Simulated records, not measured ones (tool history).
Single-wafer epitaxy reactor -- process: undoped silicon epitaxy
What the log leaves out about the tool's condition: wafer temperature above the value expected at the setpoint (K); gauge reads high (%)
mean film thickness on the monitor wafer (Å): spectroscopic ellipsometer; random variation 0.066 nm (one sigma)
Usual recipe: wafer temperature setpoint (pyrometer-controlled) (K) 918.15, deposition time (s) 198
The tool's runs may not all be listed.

run     day  wafer temperature setpoint (pyrometer-controlled) (K)  deposition time (s)  wafers since the last listed run  hours since the last pyrometer calibration  hours since the gauge calibration  read-back reference wafer on the same gauge, thickness_nm  mean film thickness on the monitor wafer (Å)
  1   0.000                                                 918.15                  198                                 0                                      1748.0                              755.8                                                     30.968                                        273.44
  2   3.875                                                 918.15                  168                               639                                      1841.0                              848.8                                                     30.923                                        232.83
  3   7.333                                                 918.15                  168                               570                                      1924.0                              931.8                                                     30.902                                        232.15
  4  10.038                                                 918.15                  208                               446                                      1988.9                              996.7                                                     30.893                                        287.92
  5  13.325                                                 912.15                  198                               542                                      2067.8                             1075.6                                                     30.838                                        243.12
  6  17.946                                                 912.15                  198                               762                                      2178.7                             1186.5                                                     30.841                                        243.11
  7  20.217                                                 912.15                  198                               374                                      2233.2                             1241.0                                                     30.809                                        243.46
  8  24.217                                                 918.15                  198                               660                                      2329.2                             1337.0                                                     30.752                                        271.82
  9  28.167                                                 918.15                  198                               652                                      2424.0                             1431.8                                                     30.750                                        272.05
     30.492  -- pyrometer calibrated
 10  37.838                                                 918.15                  198                              1541                                       176.3                             1663.9                                                     30.649                                        271.57
 11  41.092                                                 918.15                  198                               537                                       254.4                             1742.0                                                     30.645                                        271.54
 12  42.796                                                 918.15                  198                               281                                       295.3                             1782.9                                                     30.607                                        271.49
 13  45.429                                                 918.15                  198                               434                                       358.5                             1846.1                                                     30.609                                        270.44
     45.779  -- gauge calibrated
 14  47.662                                                 918.15                  198                               368                                       412.1                               45.2                                                     31.225                                        277.71
 15  51.496                                                 909.15                  174                               632                                       504.1                              137.2                                                     31.193                                        203.54

What will run 16 give?
 16  54.683                                                 923.15                  184                               526                                       580.6                              213.7                                                          ?                                             ?

read-back reference wafer on the same gauge, thickness_nm: 31.172
mean film thickness on the monitor wafer (Å): 283.35
Had the tool carried no hidden state, the very same run would have given mean film thickness on the monitor wafer (Å) 283.66.
